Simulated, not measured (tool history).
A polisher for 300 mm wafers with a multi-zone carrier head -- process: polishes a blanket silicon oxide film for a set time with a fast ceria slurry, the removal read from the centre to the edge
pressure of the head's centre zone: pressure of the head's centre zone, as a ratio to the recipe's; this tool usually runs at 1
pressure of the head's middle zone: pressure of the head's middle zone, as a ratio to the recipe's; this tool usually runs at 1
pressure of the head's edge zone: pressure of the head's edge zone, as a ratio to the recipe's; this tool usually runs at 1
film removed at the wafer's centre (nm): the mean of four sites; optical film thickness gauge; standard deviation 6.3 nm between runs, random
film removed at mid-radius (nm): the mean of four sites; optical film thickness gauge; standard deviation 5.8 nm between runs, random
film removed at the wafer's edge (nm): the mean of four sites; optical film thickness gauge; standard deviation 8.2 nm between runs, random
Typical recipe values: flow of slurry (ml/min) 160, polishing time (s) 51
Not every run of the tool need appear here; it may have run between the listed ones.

run,hour,flow of slurry (ml/min),pressure of the head's centre zone,pressure of the head's middle zone,pressure of the head's edge zone,polishing time (s),wafers since the last listed run,wafers polished on this pad,hours since the slurry nozzle was cleaned,hours since the centre zone pressure was calibrated,hours since the edge zone pressure was calibrated,hours since the carrier head's membrane was replaced,"incoming thickness of the incoming film, nm",film removed at the wafer's centre (nm),film removed at mid-radius (nm),film removed at the wafer's edge (nm)
1,0,160,1,1,1,51,0,1133,137.1,1443.3,885.9,694.3,3167.6,628.6,569.7,550.4
# hour 20.3: edge zone pressure recalibrated
2,20.8,115,1.06,1,1,51,140,1274,157.9,1464.1,0.5,715.1,3145.9,623.7,538.1,522
# hour 35.2: worn pad replaced by a new one
3,39.2,160,1,1,0.92,37,107,30,176.3,1482.5,18.9,733.5,3109,455.9,410,386.3
# hour 49.5: centre zone pressure recalibrated
4,61.2,160,1,1,0.89,51,149,179,198.3,11.7,40.9,755.5,3187.7,584.5,569.1,532.5
5,79.9,160,1,1,1,51,139,319,217,30.4,59.6,774.2,3199.2,568.8,553.2,562.3
6,114.3,160,1.05,1,1,44,257,576,251.4,64.8,94,808.6,3173.3,521.9,485.6,473.3
# hour 131: carrier head's membrane replaced by a new one
7,149.1,120,0.92,1,1,36,222,799,286.2,99.6,128.8,18.1,3141.6,351.7,377.4,378
# hour 151.3: slurry nozzle cleaned
8,172.3,160,1,1,1,51,165,964,21,122.8,152,41.3,3219.5,575.9,561.1,557.3
9,193.6,160,1,1,1,57,159,1124,42.3,144.1,173.3,62.6,3151.9,637.8,637.9,612.2
10,212.1,160,1,1,1,51,138,1262,60.8,162.6,191.8,81.1,3194.5,573.4,568.7,556.3
# hour 244.1: worn pad replaced by a new one
11,244.6,160,1,1,1,58,212,3,93.3,195.1,224.3,113.6,3159.8,661.8,651,637.6
12,269,160,1,1,0.9,51,182,185,117.7,219.5,248.7,138,3202.7,581.5,575.5,536.2
13,300.5,160,1.07,0.92,1.11,51,235,421,149.2,251,280.2,169.5,3168.4,601.2,519.6,574.6
14,319.9,160,1,1,1,51,144,566,168.6,270.4,299.6,188.9,3162.1,570.2,560.7,544.8
15,334.2,160,0.93,0.96,0.9,44,106,673,182.9,284.7,313.9,203.2,3112.9,467.1,483.7,463.3
16,369.6,160,1,0.91,0.96,51,264,937,218.3,320.1,349.3,238.6,3181.5,582.9,525.7,553.9
17,391.1,195,1,1,1,61,160,1098,239.8,341.6,370.8,260.1,3168.3,714.7,692.9,679.2
18,411.9,160,1,1,1,51,155,1253,260.6,362.4,391.6,280.9,3118.4,577.4,556,548.7
19,436,125,0.89,1.12,1.1,51,180,1433,284.7,386.5,415.7,305,3133,491.9,605.8,557.1
20,463,195,1.11,0.92,1,37,201,1635,311.7,413.5,442.7,332,3179.7,477.1,397.8,407.4
# hour 468.3: worn pad replaced by a new one
21,497.7,115,1,1,1,41,229,219,346.4,448.2,477.4,366.7,3156.2,426.2,429.7,412.6

Exercise: give the hidden state of the tool at every run:
removal rate lost through wear of the pad, %: 0 across all the runs
slurry flow missing at the pad, %: 0 across all the runs
deviation of the edge zone's pressure from its setpoint, %: 0 across all the runs
H1: deviation of the centre zone's pressure from its setpoint, %
run,H1
1,10.7
2,11
3,11.3
4,1.17
5,1.17
6,1.19
7,1.22
8,1.25
9,1.28
10,1.31
11,1.38
12,1.43
13,1.51
14,1.57
15,1.61
16,1.73
17,1.8
18,1.88
19,1.98
20,2.1
21,2.26
